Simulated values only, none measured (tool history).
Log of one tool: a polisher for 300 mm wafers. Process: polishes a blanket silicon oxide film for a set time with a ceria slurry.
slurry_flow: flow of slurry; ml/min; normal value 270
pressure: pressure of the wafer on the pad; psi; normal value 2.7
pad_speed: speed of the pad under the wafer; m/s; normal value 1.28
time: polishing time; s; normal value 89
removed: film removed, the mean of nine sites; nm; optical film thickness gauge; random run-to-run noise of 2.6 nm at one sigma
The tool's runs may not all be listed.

| run | hour | slurry_flow | pressure | pad_speed | time | wafers since the last listed run | wafers polished on this pad | hours since the slurry nozzle was cleaned | hours since the head pressure was calibrated | incoming thickness of the incoming film, nm | removed |
|---|---|---|---|---|---|---|---|---|---|---|---|
| 1 | 0 | 295 | 2.7 | 1.28 | 89 | 0 | 91 | 361.6 | 556.1 | 1666 | 410.7 |
| 2 | 102.5 | 295 | 2.7 | 1.28 | 89 | 1093 | 1185 | 464.1 | 658.6 | 1685.4 | 414.3 |
| 3 | 197.7 | 270 | 2.7 | 1.28 | 89 | 1016 | 2201 | 559.3 | 753.8 | 1637.9 | 412.2 |
| 4 | 241.7 | 270 | 2.7 | 1.28 | 89 | 469 | 2671 | 603.3 | 797.8 | 1657.2 | 402.8 |
|  | 274.9 | worn pad replaced by a new one |
| 5 | 329.6 | 270 | 2.7 | 1.28 | 89 | 895 | 583 | 691.2 | 885.7 | 1638.5 | 400.9 |
|  | 397.2 | head pressure recalibrated |
| 6 | 397.7 | 270 | 2.7 | 1.28 | 89 | 705 | 1289 | 759.3 | 0.5 | 1639 | 429.4 |
| 7 | 470.6 | 270 | 2.7 | 1.28 | 89 | 778 | 2067 | 832.2 | 73.4 | 1674.2 | 427.9 |
|  | 504.8 | worn pad replaced by a new one |
| 8 | 535.3 | 270 | 2.7 | 1.28 | 89 | 647 | 325 | 896.9 | 138.1 | 1680.2 | 431.8 |
|  | 578.7 | slurry nozzle cleaned |
| 9 | 596.1 | 295 | 2.7 | 1.28 | 89 | 638 | 963 | 17.4 | 198.9 | 1642.1 | 427.2 |
| 10 | 654.4 | 270 | 2.7 | 1.28 | 89 | 622 | 1585 | 75.7 | 257.2 | 1673.7 | 425.9 |
| 11 | 716.1 | 190 | 2 | 1.1 | 110 | 658 | 2244 | 137.4 | 318.9 | 1663.9 | 364.5 |
|  | 747.4 | worn pad replaced by a new one |
| 12 | 797.7 | 270 | 3.3 | 1.28 | 89 | 828 | 536 | 219 | 400.5 | 1680.8 | 469.1 |

What does the tool deliver on the next run?
| 13 | 886.3 | 270 | 2.7 | 1.12 | 116 | 945 | 1482 | 307.6 | 489.1 | 1682.5 | ? |

removed: 469.3 nm
With no hidden state in the tool, this same run would have given removed 488.7 nm.
